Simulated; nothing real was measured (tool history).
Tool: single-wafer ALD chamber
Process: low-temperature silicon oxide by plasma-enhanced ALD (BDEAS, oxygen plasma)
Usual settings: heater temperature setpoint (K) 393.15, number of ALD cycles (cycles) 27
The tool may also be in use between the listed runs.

run	hour	heater temperature setpoint (K)	number of ALD cycles (cycles)	read-back reference wafer on the same gauge, thickness_nm	mean film thickness on the monitor wafer (angstrom)
1	0	393.15	27	4.218	35.72
2	36.7	393.15	27	4.221	35.91
3	85	393.15	27	4.212	35.61
4	129.3	393.15	27	4.209	35.98
5	175.3	393.15	27	4.196	35.45
6	207.2	393.15	27	4.193	35.76
7	247.4	393.15	27	4.186	35.54
8	294.6	393.15	27	4.174	35.8
9	337.1	393.15	27	4.164	35.36
10	387.9	393.15	27	4.163	35.65
11	420.5	393.15	27	4.156	35.45
12	461.1	393.15	27	4.14	35.11
13	489.4	402.15	29	4.136	37.28
14	518.8	389.15	31	4.13	40.56
15	551.4	393.15	27	4.124	35.12
# hour 567.8: thermocouple changed; heater temperature recalibrated
16	617.1	389.15	22	4.11	28.74
17	671	385.15	29	4.083	38.08
18	699.9	393.15	27	4.083	34.43
# hour 719: gauge calibrated
19	761.7	401.15	29	4.167	37.9
20	801.7	393.15	29	4.172	38.2
21	835.7	387.15	25	4.167	33.12
22	880.6	393.15	27	4.175	35.58
23	947.1	380.15	32	4.168	43.31
24	995.7	380.15	27	4.171	36.36

Forecast each of these 4 alternatives for the next run:
A	996.1	393.15	22	?	?
B	996.1	380.15	30	?	?
C	996.1	402.15	23	?	?
D	996.1	384.15	25	?	?

run	read-back reference wafer on the same gauge, thickness_nm	mean film thickness on the monitor wafer (angstrom)
A	4.17	28.77
B	4.17	40.08
C	4.17	29.63
D	4.17	33.18
Without the tool's hidden state the same runs would have given:
run	mean film thickness on the monitor wafer (angstrom)
A	28.95
B	40.32
C	29.81
D	33.38
